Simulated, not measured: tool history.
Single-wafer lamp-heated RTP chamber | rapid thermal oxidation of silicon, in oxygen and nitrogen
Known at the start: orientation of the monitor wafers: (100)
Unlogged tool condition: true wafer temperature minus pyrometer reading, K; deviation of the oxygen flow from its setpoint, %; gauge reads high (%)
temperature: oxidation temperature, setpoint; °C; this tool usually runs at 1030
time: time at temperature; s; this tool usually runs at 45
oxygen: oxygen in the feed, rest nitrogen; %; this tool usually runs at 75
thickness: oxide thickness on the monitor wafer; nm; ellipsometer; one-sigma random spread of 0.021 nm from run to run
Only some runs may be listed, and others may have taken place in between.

run,hour,temperature,time,oxygen,wafers since the last listed run,wafers since the last pyrometer calibration,hours since the oxygen flow controller was replaced,hours since the gauge calibration,"read-back reference wafer on the same gauge, thickness",thickness
1,0,1018,52,75,0,1322,5222.7,780.4,6.956,6.354
2,37.7,1018,52,75,454,1776,5260.4,818.1,6.948,6.348
3,113.5,1045,45,75,914,2690,5336.2,893.9,6.944,7.16
4,195.3,1045,45,75,986,3677,5418,975.7,6.934,7.187
5,277.5,1045,45,75,991,4668,5500.2,1057.9,6.928,7.166
6,427.3,1030,45,75,1806,6475,5650,1207.7,6.911,6.426
# hour 471.5: pyrometer window cleaned and pyrometer calibrated
7,484.8,1030,45,75,596,160,5707.5,1265.2,6.906,6.457
8,553.6,1030,45,75,829,990,5776.3,1334,6.888,6.429
9,637.4,1030,45,75,1010,2001,5860.1,1417.8,6.883,6.456
10,714.8,1030,45,75,933,2934,5937.5,1495.2,6.869,6.427
11,821.9,1030,45,75,1291,4226,6044.6,1602.3,6.86,6.407
12,875.9,1030,45,75,651,4877,6098.6,1656.3,6.848,6.375
13,940.2,1030,45,75,775,5653,6162.9,1720.6,6.833,6.42
14,1024.2,1030,45,75,1013,6666,6246.9,1804.6,6.822,6.378
# hour 1041.2: pyrometer window cleaned and pyrometer calibrated
# hour 1050.7: gauge calibrated
15,1068.7,1030,45,75,440,331,6291.4,18,6.952,6.517
16,1112.2,1030,45,75,524,856,6334.9,61.5,6.955,6.522
# hour 1147.1: oxygen flow controller replaced
17,1207.3,1012,31,98,1050,1907,60.2,156.6,6.955,5.385
18,1305,1056,51,52,1178,3085,157.9,254.3,6.957,7.253
19,1354,1030,45,56,590,3676,206.9,303.3,6.956,5.889
20,1424.7,1030,45,75,852,4528,277.6,374,6.951,6.503
21,1518.8,1051,45,75,1134,5663,371.7,468.1,6.941,7.538
# hour 1603.4: pyrometer window cleaned and pyrometer calibrated
22,1621.5,1030,34,86,1142,218,474.4,570.8,6.944,6.051
23,1661.2,1030,35,52,478,697,514.1,610.5,6.939,5.122
24,1728.9,1030,45,75,816,1514,581.8,678.2,6.932,6.461
25,1806.3,1056,51,52,933,2447,659.2,755.6,6.932,7.166
26,1890.7,1030,45,75,1017,3465,743.6,840,6.917,6.471
# hour 2088.6: pyrometer window cleaned and pyrometer calibrated
27,2096,1042,31,65,2379,89,948.9,1045.3,6.898,5.68
28,2173.8,1030,45,98,938,1027,1026.7,1123.1,6.898,7.078
29,2266.3,1012,45,65,1115,2143,1119.2,1215.6,6.888,5.403
30,2361.3,1002,59,75,1145,3288,1214.2,1310.6,6.871,5.91
31,2429.9,1015,45,58,827,4116,1282.8,1379.2,6.858,5.314
32,2511.4,1038,24,60,982,5099,1364.3,1460.7,6.853,4.844
# hour 2549.8: pyrometer window cleaned and pyrometer calibrated
33,2586.6,1030,45,75,810,444,1439.5,1535.9,6.84,6.41

Forecast each of these 4 alternatives for the next run:
A,2587,1030,45,75,4,448,1439.9,1536.3,?,?
B,2587,1003,62,85,4,448,1439.9,1536.3,?,?
C,2587,1049,23,98,4,448,1439.9,1536.3,?,?
D,2587,1010,59,61,4,448,1439.9,1536.3,?,?

run,"read-back reference wafer on the same gauge, thickness",thickness
A,6.841,6.382
B,6.841,6.327
C,6.841,6.002
D,6.841,5.806
Without the tool's unlogged condition, the same runs would have read:
run,thickness
A,6.495
B,6.439
C,6.108
D,5.909
